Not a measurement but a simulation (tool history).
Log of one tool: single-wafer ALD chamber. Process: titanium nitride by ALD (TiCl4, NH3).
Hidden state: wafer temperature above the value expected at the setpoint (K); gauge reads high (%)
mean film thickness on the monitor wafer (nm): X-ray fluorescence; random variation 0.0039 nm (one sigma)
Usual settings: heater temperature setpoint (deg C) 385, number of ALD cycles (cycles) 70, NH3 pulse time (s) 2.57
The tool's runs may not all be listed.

run	hour	heater temperature setpoint (deg C)	number of ALD cycles (cycles)	NH3 pulse time (s)	wafers since the last listed run	hours since the last thermocouple change	hours since the showerhead was replaced	hours since the gauge calibration	read-back reference wafer on the same gauge, thickness_nm	mean film thickness on the monitor wafer (nm)
1	0.0	385	70	2.57	0	454.4	5132.1	565.1	1.784	1.561
2	14.8	385	70	2.57	57	469.2	5146.9	579.9	1.785	1.560
3	28.6	385	70	2.57	53	483.0	5160.7	593.7	1.783	1.563
4	50.9	385	77	2.57	87	505.3	5183.0	616.0	1.783	1.709
5	85.9	385	70	2.57	136	540.3	5218.0	651.0	1.784	1.555
6	102.1	385	70	2.57	63	556.5	5234.2	667.2	1.781	1.561
7	125.0	385	70	2.57	89	579.4	5257.1	690.1	1.784	1.553
8	137.0	385	70	2.57	46	591.4	5269.1	702.1	1.781	1.559
9	157.8	395	67	2.57	81	612.2	5289.9	722.9	1.782	1.500
10	172.1	395	67	2.57	55	626.5	5304.2	737.2	1.783	1.502
11	198.0	385	70	2.57	101	652.4	5330.1	763.1	1.778	1.558
12	227.0	385	70	2.57	113	681.4	5359.1	792.1	1.779	1.555
13	328.2	385	70	2.57	395	782.6	5460.3	893.3	1.776	1.554
14	357.0	385	70	2.57	112	811.4	5489.1	922.1	1.776	1.546
15	371.2	382	70	2.57	55	825.6	5503.3	936.3	1.774	1.547
# hour 410.8: showerhead replaced
16	411.3	382	70	2.57	125	865.7	0.5	976.4	1.775	1.548
17	432.1	382	70	2.57	81	886.5	21.3	997.2	1.773	1.549
18	455.3	385	80	2.57	90	909.7	44.5	1020.4	1.773	1.764
19	485.7	381	70	2.57	118	940.1	74.9	1050.8	1.770	1.538
# hour 534.6: gauge calibrated
20	592.2	375	65	3.38	415	1046.6	181.4	57.6	1.796	1.462
21	616.2	385	70	2.57	93	1070.6	205.4	81.6	1.793	1.557
22	656.2	393	77	2.57	156	1110.6	245.4	121.6	1.793	1.722
23	690.7	391	70	2.57	134	1145.1	279.9	156.1	1.793	1.569
24	707.0	377	70	2.04	63	1161.4	296.2	172.4	1.791	1.546
25	736.2	385	80	2.57	114	1190.6	325.4	201.6	1.791	1.789
# hour 755.0: thermocouple changed; heater temperature recalibrated
26	755.5	394	59	2.09	44	0.5	344.7	220.9	1.788	1.313
27	784.1	374	57	2.16	111	29.1	373.3	249.5	1.790	1.252
28	809.5	385	70	2.57	99	54.5	398.7	274.9	1.785	1.567
29	836.2	396	58	3.31	104	81.2	425.4	301.6	1.786	1.308
30	860.4	379	80	2.21	94	105.4	449.6	325.8	1.790	1.771
31	887.4	385	76	1.91	105	132.4	476.6	352.8	1.785	1.675
32	904.9	397	70	2.06	68	149.9	494.1	370.3	1.788	1.561
33	927.0	377	70	2.04	86	172.0	516.2	392.4	1.787	1.536
34	945.8	397	78	2.01	73	190.8	535.0	411.2	1.784	1.743
35	980.3	385	70	3.08	134	225.3	569.5	445.7	1.782	1.566
36	993.1	395	70	3.31	49	238.1	582.3	458.5	1.785	1.575

Some steps in mean film thickness on the monitor wafer (nm) between neighbouring runs. How much of each would the tool show without its hidden state too (settings, what came in, random variation), and how much is left for the hidden state, with any gauge scatter that isn't in both results?
Run 12 -> 13: no setting changed, nothing entered. mean film thickness on the monitor wafer (nm) -0.001: hidden state -0.003, all else +0.002.
Run 17 -> 18: heater temperature setpoint (deg C) 382 -> 385, number of ALD cycles (cycles) 70 -> 80. mean film thickness on the monitor wafer (nm) +0.215: hidden state -0.004, all else +0.219.
Run 19 -> 20: heater temperature setpoint (deg C) 381 -> 375, number of ALD cycles (cycles) 70 -> 65, NH3 pulse time (s) 2.57 -> 3.38, gauge calibrated. mean film thickness on the monitor wafer (nm) -0.076: hidden state +0.020, all else -0.096.
Run 25 -> 26: heater temperature setpoint (deg C) 385 -> 394, number of ALD cycles (cycles) 80 -> 59, NH3 pulse time (s) 2.57 -> 2.09, thermocouple changed; heater temperature recalibrated. mean film thickness on the monitor wafer (nm) -0.476: hidden state +0.002, all else -0.478.
Run 27 -> 28: heater temperature setpoint (deg C) 374 -> 385, number of ALD cycles (cycles) 57 -> 70, NH3 pulse time (s) 2.16 -> 2.57. mean film thickness on the monitor wafer (nm) +0.315: hidden state -0.003, all else +0.318.
Run 29 -> 30: heater temperature setpoint (deg C) 396 -> 379, number of ALD cycles (cycles) 58 -> 80, NH3 pulse time (s) 3.31 -> 2.21. mean film thickness on the monitor wafer (nm) +0.463: hidden state -0.003, all else +0.466.

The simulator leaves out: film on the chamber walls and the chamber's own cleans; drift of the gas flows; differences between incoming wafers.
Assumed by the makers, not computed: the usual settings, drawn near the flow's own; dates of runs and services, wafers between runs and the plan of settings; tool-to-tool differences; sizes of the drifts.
